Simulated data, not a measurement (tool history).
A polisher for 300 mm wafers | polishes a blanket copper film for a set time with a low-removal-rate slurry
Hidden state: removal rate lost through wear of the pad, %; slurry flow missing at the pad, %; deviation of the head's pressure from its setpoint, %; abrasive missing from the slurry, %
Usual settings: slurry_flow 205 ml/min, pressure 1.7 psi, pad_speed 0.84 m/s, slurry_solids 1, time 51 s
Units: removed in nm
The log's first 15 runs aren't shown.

run	day	slurry_flow	pressure	pad_speed	slurry_solids	time	wafers since the last listed run	wafers polished on this pad	hours since the slurry nozzle was cleaned	hours since the head pressure was calibrated	hours since the slurry blender was calibrated	incoming thickness of the incoming film, nm	removed
16	21.962	205	1.4	1.02	1	51	257	1946	77.2	292.2	30.8	979.1	74.7
17	22.838	255	1.7	0.72	1	45	233	2180	98.2	313.2	51.8	971.8	61.2
# day 23.571: worn pad replaced by a new one
18	23.592	205	1.7	0.84	1	51	156	5	116.3	331.3	69.9	994.8	81.4
19	24.896	205	1.7	0.84	1	51	347	352	147.6	362.6	101.2	977.7	77.9
20	26.017	240	1.2	1.08	0.8	51	298	651	174.5	389.5	128.1	962.8	69.5
21	26.7	205	1.7	0.62	1	36	182	833	190.9	405.9	144.5	967.3	42.5
22	27.662	205	1.7	0.84	1	51	256	1090	214	429	167.6	981.2	75.5
23	28.662	205	2.1	1	1	51	266	1357	238	453	191.6	975.8	103.7
24	30.162	240	1.7	0.84	1	51	399	1756	274	489	227.6	991.6	74.4
25	30.946	205	1.7	1.04	1	51	208	1965	292.8	507.8	246.4	990.7	82.9
26	31.742	205	1.7	0.84	1.15	59	212	2177	311.9	526.9	265.5	980.5	82.7
# day 32.508: slurry blender recalibrated
# day 32.692: worn pad replaced by a new one
27	32.712	205	1.7	0.84	1	51	192	5	335.2	550.2	4.9	987.9	74.5
28	33.742	205	1.7	0.84	1	51	274	280	359.9	574.9	29.6	983	76.5
29	34.829	255	1.7	0.84	0.85	51	289	569	386	601	55.7	971.3	74.4
30	36.283	205	2.3	0.84	1	36	387	957	420.9	635.9	90.6	993.4	66.5
31	37.004	205	1.7	0.96	1	51	192	1149	438.2	653.2	107.9	973.2	81.8

Forecast each of these 3 alternatives for the next run:
A	37.021	205	1.7	0.84	1	51	4	1154	438.6	653.6	108.3	984.5	?
B	37.021	225	1.7	0.84	1	51	4	1154	438.6	653.6	108.3	984.5	?
C	37.021	205	1.3	1	1	51	4	1154	438.6	653.6	108.3	984.5	?

run	removed
A	73.6
B	75.1
C	68.8
Without the tool's hidden state the same runs would have given:
run	removed
A	84.3
B	85.4
C	78.8
